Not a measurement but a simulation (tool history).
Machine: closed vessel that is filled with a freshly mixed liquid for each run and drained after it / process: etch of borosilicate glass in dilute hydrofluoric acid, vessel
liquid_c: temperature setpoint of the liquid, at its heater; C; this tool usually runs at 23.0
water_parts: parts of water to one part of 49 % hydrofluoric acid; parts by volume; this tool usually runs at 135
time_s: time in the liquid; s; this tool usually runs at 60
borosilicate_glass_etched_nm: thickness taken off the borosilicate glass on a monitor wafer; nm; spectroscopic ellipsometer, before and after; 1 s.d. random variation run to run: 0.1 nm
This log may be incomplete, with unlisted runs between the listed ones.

run    hour  liquid_c  water_parts  time_s  read-back film thickness of the borosilicate glass reference wafer, read on the same gauge (nm)  borosilicate_glass_etched_nm
  1     0.0      23.0          135      60                                                                                            39.99                         11.76
  2    50.3      23.0          135      60                                                                                            39.96                         11.74
  3   133.9      23.0          135      60                                                                                            40.03                         11.74
  4   185.5      23.0          135      60                                                                                            40.01                         11.69
  5   231.2      23.0          135      60                                                                                            40.01                         11.80
      279.5  -- hydrofluoric acid flow meter replaced
  6   308.2      23.0          135      60                                                                                            40.00                         11.57
  7   347.5      23.0          135      60                                                                                            40.01                         11.68
  8   399.3      23.0          135      60                                                                                            40.01                         11.83
  9   467.7      23.0          135      60                                                                                            39.99                         11.79
      539.9  -- gauge calibrated
 10   569.3      23.0          135      60                                                                                            40.00                         11.75
 11   711.7      27.0          135      60                                                                                            40.00                         13.35
 12   803.7      21.5          135      60                                                                                            40.01                         10.94
      830.3  -- thermometer replaced
 13   876.7      23.0          135      60                                                                                            39.98                         11.28
 14   913.4      27.5          175      35                                                                                            40.01                          5.77
 15   986.4      27.5          170      60                                                                                            40.04                         10.26
 16  1065.0      24.5          155      85                                                                                            39.99                         14.50
 17  1131.5      23.0          135      60                                                                                            39.97                         11.28
 18  1227.7      23.0          135      90                                                                                            40.00                         16.51
     1272.0  -- thermometer replaced, repeated, since the last time left the tool worse
 19  1325.9      23.0          175      60                                                                                            39.98                          8.78
 20  1417.1      26.5          165      60                                                                                            39.99                         10.78
 21  1476.8      23.0           65      60                                                                                            40.00                         27.09
 22  1539.5      23.0           90      90                                                                                            39.98                         28.58
     1595.6  -- hydrofluoric acid flow meter replaced
 23  1618.2      27.0           75      90                                                                                            39.98                         40.49
 24  1796.7      23.0          135      60                                                                                            39.97                         11.72
 25  1841.5      23.0          135      60                                                                                            39.99                         11.91
 26  1901.0      27.5          155      90                                                                                            39.98                         18.15
 27  1990.9      19.5          110      80                                                                                            39.98                         17.01
 28  2086.1      27.0          135      40                                                                                            40.02                          9.28
     2140.5  -- gauge calibrated
 29  2151.8      19.0          175      90                                                                                            40.03                         11.07
 30  2255.9      21.5          135      90                                                                                            39.97                         16.81
 31  2362.9      23.0          135      60                                                                                            40.00                         11.73
 32  2432.7      23.0          135      60                                                                                            40.00                         11.66

The logged runs with the hidden state left out (each run's random variation unchanged):
Hidden conditions of the tool in this case: liquid colder than its thermometer reads (K); hydrofluoric acid flow above the setpoint (%); gauge reads high (%).
run  borosilicate_glass_etched_nm
  1                         12.08
  2                         12.06
  3                         12.09
  4                         12.05
  5                         12.18
  6                         11.96
  7                         12.08
  8                         12.25
  9                         12.23
 10                         12.21
 11                         13.90
 12                         11.43
 13                         12.13
 14                          6.18
 15                         11.01
 16                         15.63
 17                         12.20
 18                         17.89
 19                          8.85
 20                         10.88
 21                         27.41
 22                         28.96
 23                         41.08
 24                         11.94
 25                         12.14
 26                         18.50
 27                         17.41
 28                          9.50
 29                         11.36
 30                         17.29
 31                         12.09
 32                         12.03

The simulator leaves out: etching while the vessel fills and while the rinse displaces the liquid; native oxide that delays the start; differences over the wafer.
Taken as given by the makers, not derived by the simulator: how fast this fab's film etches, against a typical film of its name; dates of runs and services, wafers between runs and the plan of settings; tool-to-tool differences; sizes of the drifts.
